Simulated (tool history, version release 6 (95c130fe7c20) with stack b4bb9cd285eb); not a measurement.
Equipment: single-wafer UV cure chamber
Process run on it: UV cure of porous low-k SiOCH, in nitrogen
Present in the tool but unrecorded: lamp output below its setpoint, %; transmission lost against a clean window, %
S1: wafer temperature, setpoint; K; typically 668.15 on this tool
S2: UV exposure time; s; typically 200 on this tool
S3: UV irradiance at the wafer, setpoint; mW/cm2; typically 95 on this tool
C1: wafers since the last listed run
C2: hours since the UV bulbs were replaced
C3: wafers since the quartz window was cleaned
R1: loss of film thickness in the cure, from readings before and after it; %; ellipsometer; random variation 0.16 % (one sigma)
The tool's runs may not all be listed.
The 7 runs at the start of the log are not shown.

run	day	S1	S2	S3	C1	C2	C3	R1
8	19.533	668.15	200	95	317	1357.6	3360	11.55
# day 21.212: quartz window cleaned
9	22.125	668.15	200	95	626	1419.8	253	11.306
10	23.533	668.15	200	95	390	1453.6	644	11.404
11	25.029	668.15	235	95	415	1489.5	1059	11.925
12	27.475	668.15	245	95	678	1548.2	1737	11.875
13	29.058	668.15	245	95	439	1586.2	2177	12.085
14	30.483	668.15	270	95	395	1620.4	2572	12.571
15	32.667	668.15	270	95	605	1672.8	3178	12.269
# day 34.117: quartz window cleaned
16	34.138	668.15	285	95	315	1708.1	6	12.482
17	36.171	661.15	200	95	564	1756.9	570	10.664
18	38.867	659.15	135	131	747	1821.6	1318	10.212
19	40.321	679.15	200	95	403	1856.5	1721	11.224
20	41.867	668.15	200	95	428	1893.6	2150	10.536
21	43.646	686.15	265	111	493	1936.3	2644	12.617
22	45.862	680.15	230	65	615	1989.5	3259	9.668
# day 46.608: quartz window cleaned
# day 48.054: UV bulbs replaced
23	48.075	668.15	200	95	428	0.5	314	12.16
24	50.396	686.15	200	107	643	56.2	958	12.927
25	51.396	668.15	305	72	277	80.2	1235	12.772
26	52.483	651.15	200	83	301	106.3	1537	10.941

The next listed run, before its measurement:
27	54.012	684.15	250	69	424	143	1961	?

R1: 11.83 %
The same run, on a tool lacking any hidden state, would have yielded R1 11.93 %.

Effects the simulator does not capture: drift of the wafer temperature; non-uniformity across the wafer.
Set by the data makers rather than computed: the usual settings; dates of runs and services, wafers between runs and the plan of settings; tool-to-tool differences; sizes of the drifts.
